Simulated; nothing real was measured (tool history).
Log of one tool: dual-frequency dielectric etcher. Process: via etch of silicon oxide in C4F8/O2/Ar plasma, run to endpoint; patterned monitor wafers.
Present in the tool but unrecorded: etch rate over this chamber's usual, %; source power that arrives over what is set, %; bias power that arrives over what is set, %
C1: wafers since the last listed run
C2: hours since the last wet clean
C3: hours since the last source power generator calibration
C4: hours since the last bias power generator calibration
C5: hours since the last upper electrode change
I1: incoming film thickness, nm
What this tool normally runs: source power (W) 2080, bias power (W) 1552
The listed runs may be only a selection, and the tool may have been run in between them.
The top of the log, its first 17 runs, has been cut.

{"run": 18, "day": 8.896, "source power (W)": 1620, "bias power (W)": 1698, "C1": 42, "C2": 399.9, "C3": 59.7, "C4": 2934.7, "C5": 32.1, "I1": 1904.3, "endpoint time (s)": 437.8}
{"run": 19, "day": 9.762, "source power (W)": 2080, "bias power (W)": 1552, "C1": 63, "C2": 420.7, "C3": 80.5, "C4": 2955.5, "C5": 52.9, "I1": 1901.0, "endpoint time (s)": 396.2}
{"run": 20, "day": 10.054, "source power (W)": 1780, "bias power (W)": 1276, "C1": 21, "C2": 427.7, "C3": 87.5, "C4": 2962.5, "C5": 59.9, "I1": 1905.7, "endpoint time (s)": 441.2}
{"run": 21, "day": 10.679, "source power (W)": 2480, "bias power (W)": 1889, "C1": 45, "C2": 442.7, "C3": 102.5, "C4": 2977.5, "C5": 74.9, "I1": 1901.7, "endpoint time (s)": 349.6}
{"run": 22, "day": 11.229, "source power (W)": 2080, "bias power (W)": 1381, "C1": 40, "C2": 455.9, "C3": 115.7, "C4": 2990.7, "C5": 88.1, "I1": 1907.4, "endpoint time (s)": 401.6}
{"run": 23, "day": 11.75, "source power (W)": 1580, "bias power (W)": 1856, "C1": 38, "C2": 468.4, "C3": 128.2, "C4": 3003.2, "C5": 100.6, "I1": 1888.5, "endpoint time (s)": 435.1}
{"day": 12.5, "done": "bias power generator calibrated"}
{"day": 13.117, "done": "wet clean of the chamber"}
{"run": 24, "day": 13.138, "source power (W)": 2080, "bias power (W)": 1552, "C1": 44, "C2": 0.5, "C3": 161.5, "C4": 15.3, "C5": 133.9, "I1": 1904.0, "endpoint time (s)": 383.0}
{"run": 25, "day": 13.154, "source power (W)": 2080, "bias power (W)": 1552, "C1": 1, "C2": 0.9, "C3": 161.9, "C4": 15.7, "C5": 134.3, "I1": 1915.6, "endpoint time (s)": 376.7}
{"run": 26, "day": 13.429, "source power (W)": 1680, "bias power (W)": 1336, "C1": 20, "C2": 7.5, "C3": 168.5, "C4": 22.3, "C5": 140.9, "I1": 1896.5, "endpoint time (s)": 433.7}
{"run": 27, "day": 13.796, "source power (W)": 2570, "bias power (W)": 1725, "C1": 26, "C2": 16.3, "C3": 177.3, "C4": 31.1, "C5": 149.7, "I1": 1910.8, "endpoint time (s)": 337.4}
{"run": 28, "day": 14.062, "source power (W)": 2080, "bias power (W)": 1845, "C1": 19, "C2": 22.7, "C3": 183.7, "C4": 37.5, "C5": 156.1, "I1": 1879.8, "endpoint time (s)": 359.8}
{"run": 29, "day": 14.546, "source power (W)": 2080, "bias power (W)": 1386, "C1": 35, "C2": 34.3, "C3": 195.3, "C4": 49.1, "C5": 167.7, "I1": 1895.1, "endpoint time (s)": 384.4}
{"run": 30, "day": 15.233, "source power (W)": 2080, "bias power (W)": 1199, "C1": 50, "C2": 50.8, "C3": 211.8, "C4": 65.6, "C5": 184.2, "I1": 1897.2, "endpoint time (s)": 400.9}
{"run": 31, "day": 15.833, "source power (W)": 2560, "bias power (W)": 1913, "C1": 44, "C2": 65.2, "C3": 226.2, "C4": 80.0, "C5": 198.6, "I1": 1912.2, "endpoint time (s)": 328.4}
{"run": 32, "day": 16.1, "source power (W)": 2540, "bias power (W)": 1445, "C1": 19, "C2": 71.6, "C3": 232.6, "C4": 86.4, "C5": 205.0, "I1": 1926.8, "endpoint time (s)": 353.0}
{"run": 33, "day": 16.488, "source power (W)": 2080, "bias power (W)": 1806, "C1": 28, "C2": 80.9, "C3": 241.9, "C4": 95.7, "C5": 214.3, "I1": 1903.8, "endpoint time (s)": 369.4}
{"run": 34, "day": 17.233, "source power (W)": 2080, "bias power (W)": 1381, "C1": 54, "C2": 98.8, "C3": 259.8, "C4": 113.6, "C5": 232.2, "I1": 1927.8, "endpoint time (s)": 388.9}

Consider 4 possible next runs. They are alternatives, not a sequence: every one starts from the tool as it was left by run 34. What does each give?
{"run": "A", "day": 17.254, "source power (W)": 2080, "bias power (W)": 1552, "C1": 1, "C2": 99.3, "C3": 260.3, "C4": 114.1, "C5": 232.7, "I1": 1902.5, "endpoint time (s)": "?"}
{"run": "B", "day": 17.254, "source power (W)": 2430, "bias power (W)": 1667, "C1": 1, "C2": 99.3, "C3": 260.3, "C4": 114.1, "C5": 232.7, "I1": 1902.5, "endpoint time (s)": "?"}
{"run": "C", "day": 17.254, "source power (W)": 2290, "bias power (W)": 1552, "C1": 1, "C2": 99.3, "C3": 260.3, "C4": 114.1, "C5": 232.7, "I1": 1902.5, "endpoint time (s)": "?"}
{"run": "D", "day": 17.254, "source power (W)": 1850, "bias power (W)": 1552, "C1": 1, "C2": 99.3, "C3": 260.3, "C4": 114.1, "C5": 232.7, "I1": 1902.5, "endpoint time (s)": "?"}

run=A endpoint_time_(s)=383.6
run=B endpoint_time_(s)=349.9
run=C endpoint_time_(s)=365.8
run=D endpoint_time_(s)=407.0
The same runs, with their run-to-run variation unchanged, on a tool lacking any hidden condition would have given:
run=A endpoint_time_(s)=382.6
run=B endpoint_time_(s)=349.0
run=C endpoint_time_(s)=364.9
run=D endpoint_time_(s)=406.0
